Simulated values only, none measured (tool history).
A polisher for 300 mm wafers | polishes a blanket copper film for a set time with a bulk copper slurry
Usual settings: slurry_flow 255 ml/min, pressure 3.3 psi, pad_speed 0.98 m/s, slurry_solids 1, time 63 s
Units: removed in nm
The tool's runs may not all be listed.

run	hour	slurry_flow	pressure	pad_speed	slurry_solids	time	wafers since the last listed run	wafers polished on this pad	hours since the slurry nozzle was cleaned	hours since the head pressure was calibrated	hours since the slurry blender was calibrated	incoming thickness of the incoming film, nm	removed
1	0	255	3.3	0.98	1.2	63	0	249	201.5	1432.6	67.7	4010.1	651.6
2	71.4	255	3.3	0.98	1	63	402	652	272.9	1504	139.1	3892.5	622.1
3	151.8	255	3.3	0.98	1	63	453	1106	353.3	1584.4	219.5	3973.9	617.1
# hour 168: head pressure recalibrated
4	213.8	255	3.3	0.98	1	63	338	1444	415.3	45.8	281.5	4012.5	621.9
# hour 245.1: slurry nozzle cleaned
5	320	255	2.4	0.98	1	63	593	2038	74.9	152	387.7	4001.1	452.7
# hour 349.4: worn pad replaced by a new one
6	390.7	255	2.4	0.98	1	63	376	232	145.6	222.7	458.4	3946	455.9
# hour 420.9: slurry blender recalibrated
7	483.8	255	2.4	0.98	1	63	514	746	238.7	315.8	62.9	3907.5	428.4
8	537.9	300	3.3	0.98	1	63	305	1052	292.8	369.9	117	3867	604.3
9	625.1	300	3.3	0.98	1	63	492	1544	380	457.1	204.2	3883.9	575.8
# hour 745.7: slurry nozzle cleaned
10	780.7	255	3.3	0.98	1	63	872	2416	35	612.7	359.8	3932.9	577.1
# hour 864.6: worn pad replaced by a new one
# hour 924.3: slurry blender recalibrated, repeated, since the last time left the tool worse
11	1015.1	255	3.3	0.76	1	63	1288	837	269.4	847.1	90.8	3958.1	486.7
12	1091.4	255	3.3	0.76	1	63	430	1268	345.7	923.4	167.1	3953.2	485.2
# hour 1130.5: slurry nozzle cleaned
13	1144	255	3.3	0.76	1	63	291	1559	13.5	976	219.7	3917.4	493.5
14	1216.1	255	2.3	1.14	0.85	63	406	1966	85.6	1048.1	291.8	3913.2	493.1
15	1259.6	295	3.3	0.98	1	63	245	2211	129.1	1091.6	335.3	3950.6	628.3
# hour 1284.4: worn pad replaced by a new one
16	1353.1	200	3.3	0.98	1.1	54	505	387	222.6	1185.1	428.8	4017.6	527.3
# hour 1422.4: slurry blender recalibrated
17	1433.2	255	3.3	1.24	1	63	440	828	302.7	1265.2	10.8	3927.3	827.5
18	1535.4	205	4.1	0.98	1	63	576	1405	404.9	1367.4	113	3960	765.1
# hour 1552: slurry nozzle cleaned
# hour 1581.9: head pressure recalibrated
19	1582.4	305	3.3	0.98	1.15	52	248	1653	30.4	0.5	160	3965.1	546.4
20	1653.1	255	3.8	0.98	1	63	398	2052	101.1	71.2	230.7	3954.2	730.7
21	1716.5	255	2.4	0.98	1	63	357	2410	164.5	134.6	294.1	4020.6	450.9
# hour 1744.7: worn pad replaced by a new one
22	1808.9	255	3.3	0.98	1	63	498	362	256.9	227	386.5	3868.5	613.7
23	1922.2	255	3.3	0.98	1	63	639	1001	370.2	340.3	499.8	3898.4	639.3
# hour 1930.1: slurry blender recalibrated
# hour 1964.9: slurry nozzle cleaned
24	2114.3	280	2.6	1.22	1	43	1067	2068	149.4	532.4	184.2	3987	436.5
25	2155.3	255	3.3	0.8	1	63	231	2299	190.4	573.4	225.2	3911.4	519
# hour 2225.4: worn pad replaced by a new one
26	2259.3	305	3.3	1.28	0.8	63	564	191	294.4	677.4	329.2	3892.4	782.5

How the hidden state differs across the entries between the runs, from the last listed run before each to the first after it:
Between runs 3 and 4: head pressure recalibrated (hour 168)
  abrasive missing from the slurry, %: 14.5 -> 15.8
  measured less the result without the state, removed: -20.8 -> -22.9 nm
Between runs 4 and 5: slurry nozzle cleaned (hour 245.1)
  abrasive missing from the slurry, %: 15.8 -> 17.1
  measured less the result without the state, removed: -22.9 -> -18.2 nm
Between runs 5 and 6: worn pad replaced by a new one (hour 349.4)
  abrasive missing from the slurry, %: 17.1 -> 17.5
  measured less the result without the state, removed: -18.2 -> -18.8 nm
Between runs 6 and 7: slurry blender recalibrated (hour 420.9)
  abrasive missing from the slurry, %: 17.5 -> 35.4
  measured less the result without the state, removed: -18.8 -> -40.4 nm
Between runs 9 and 10: slurry nozzle cleaned (hour 745.7)
  abrasive missing from the slurry, %: 41.9 -> 44.6
  measured less the result without the state, removed: -67.7 -> -73.9 nm
Between runs 10 and 11: worn pad replaced by a new one (hour 864.6); slurry blender recalibrated, repeated, since the last time left the tool worse (hour 924.3)
  abrasive missing from the slurry, %: 44.6 -> 10.5
  measured less the result without the state, removed: -73.9 -> -11.6 nm
Between runs 12 and 13: slurry nozzle cleaned (hour 1130.5)
  abrasive missing from the slurry, %: 14 -> 15.6
  measured less the result without the state, removed: -15.7 -> -17.9 nm
Between runs 15 and 16: worn pad replaced by a new one (hour 1284.4)
  abrasive missing from the slurry, %: 17.6 -> 18.5
  measured less the result without the state, removed: -26.1 -> -23.3 nm
Between runs 16 and 17: slurry blender recalibrated (hour 1422.4)
  abrasive missing from the slurry, %: 18.5 -> 1.34
  measured less the result without the state, removed: -23.3 -> -2.4 nm
Between runs 18 and 19: slurry nozzle cleaned (hour 1552); head pressure recalibrated (hour 1581.9)
  abrasive missing from the slurry, %: 8.78 -> 10.8
  measured less the result without the state, removed: -15 -> -13.6 nm
Between runs 21 and 22: worn pad replaced by a new one (hour 1744.7)
  abrasive missing from the slurry, %: 14.2 -> 15.2
  measured less the result without the state, removed: -14.7 -> -21.7 nm
Between runs 23 and 24: slurry blender recalibrated (hour 1930.1); slurry nozzle cleaned (hour 1964.9)
  abrasive missing from the slurry, %: 15.9 -> 11.7
  measured less the result without the state, removed: -23.6 -> -11.6 nm
Between runs 25 and 26: worn pad replaced by a new one (hour 2225.4)
  abrasive missing from the slurry, %: 12.8 -> 14.6
  measured less the result without the state, removed: -15.2 -> -25.7 nm
